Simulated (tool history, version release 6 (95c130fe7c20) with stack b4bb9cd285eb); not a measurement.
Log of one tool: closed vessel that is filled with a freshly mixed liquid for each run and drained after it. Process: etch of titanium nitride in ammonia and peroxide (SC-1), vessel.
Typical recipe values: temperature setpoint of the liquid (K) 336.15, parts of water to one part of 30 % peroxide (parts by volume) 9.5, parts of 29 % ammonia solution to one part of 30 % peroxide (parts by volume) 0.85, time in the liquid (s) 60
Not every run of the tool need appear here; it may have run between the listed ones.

run,hour,temperature setpoint of the liquid (K),parts of water to one part of 30 % peroxide (parts by volume),parts of 29 % ammonia solution to one part of 30 % peroxide (parts by volume),time in the liquid (s),wafers since the last listed run,hours since the thermometer was replaced,hours since the ammonia flow meter was replaced,hours since the drum of ammonia solution was connected,hours since the gauge calibration,"read-back film thickness of the titanium nitride reference wafer, read on the same gauge (nm)",thickness taken off the titanium nitride on a monitor wafer (angstrom)
1,0,336.15,9.5,0.85,60,0,1402.7,530.3,185.8,380.3,109.98,106.1
2,51.5,336.15,9.5,0.85,60,4149,1454.2,581.8,237.3,431.8,109.99,106.2
3,266.5,336.15,9.5,0.85,60,17321,1669.2,796.8,452.3,646.8,110,105.6
4,307.1,332.65,9.5,0.85,60,3270,1709.8,837.4,492.9,687.4,110,84.9
# hour 319.5: new drum of ammonia solution connected
5,331.5,332.65,9.5,0.85,60,1885,1734.2,861.8,12,711.8,109.97,83.8
6,397.5,336.15,6.5,0.85,60,5317,1800.2,927.8,78,777.8,110.05,127.6
7,433.6,336.15,6.5,0.85,60,2908,1836.3,963.9,114.1,813.9,110.07,127.4
8,478.6,336.15,6.5,0.85,60,3625,1881.3,1008.9,159.1,858.9,109.93,126.9
9,530.2,336.15,8,0.85,60,4157,1932.9,1060.5,210.7,910.5,110,114.6
10,746,336.15,8,0.85,60,17385,2148.7,1276.3,426.5,1126.3,110.01,115.4
11,801.5,336.15,8,0.85,60,4471,2204.2,1331.8,482,1181.8,110.01,115.3
# hour 838.3: new drum of ammonia solution connected
12,840.9,332.15,14.5,0.85,60,3093,2243.6,1371.2,2.6,1221.2,109.97,64.6
13,872.6,336.15,9.5,0.85,85,2553,2275.3,1402.9,34.3,1252.9,110.01,148.4
# hour 880.7: ammonia flow meter replaced
# hour 893.6: gauge calibrated
# hour 897.2: thermometer replaced
14,902.8,336.15,13.5,1.1,75,2271,5.6,22.1,64.5,9.2,109.99,120.9
15,971.5,326.65,5.5,0.5,35,5534,74.3,90.8,133.2,77.9,110.01,41.5

Run 16 is up next; what results do you expect?
16,1017.7,340.15,13,1.1,45,3722,120.5,137,179.4,124.1,?,?

Run 16 came out at read-back film thickness of the titanium nitride reference wafer, read on the same gauge (nm) 109.99, thickness taken off the titanium nitride on a monitor wafer (angstrom) 94.9.
Had the tool carried no hidden state, the very same run would have given thickness taken off the titanium nitride on a monitor wafer (angstrom) 95.5.

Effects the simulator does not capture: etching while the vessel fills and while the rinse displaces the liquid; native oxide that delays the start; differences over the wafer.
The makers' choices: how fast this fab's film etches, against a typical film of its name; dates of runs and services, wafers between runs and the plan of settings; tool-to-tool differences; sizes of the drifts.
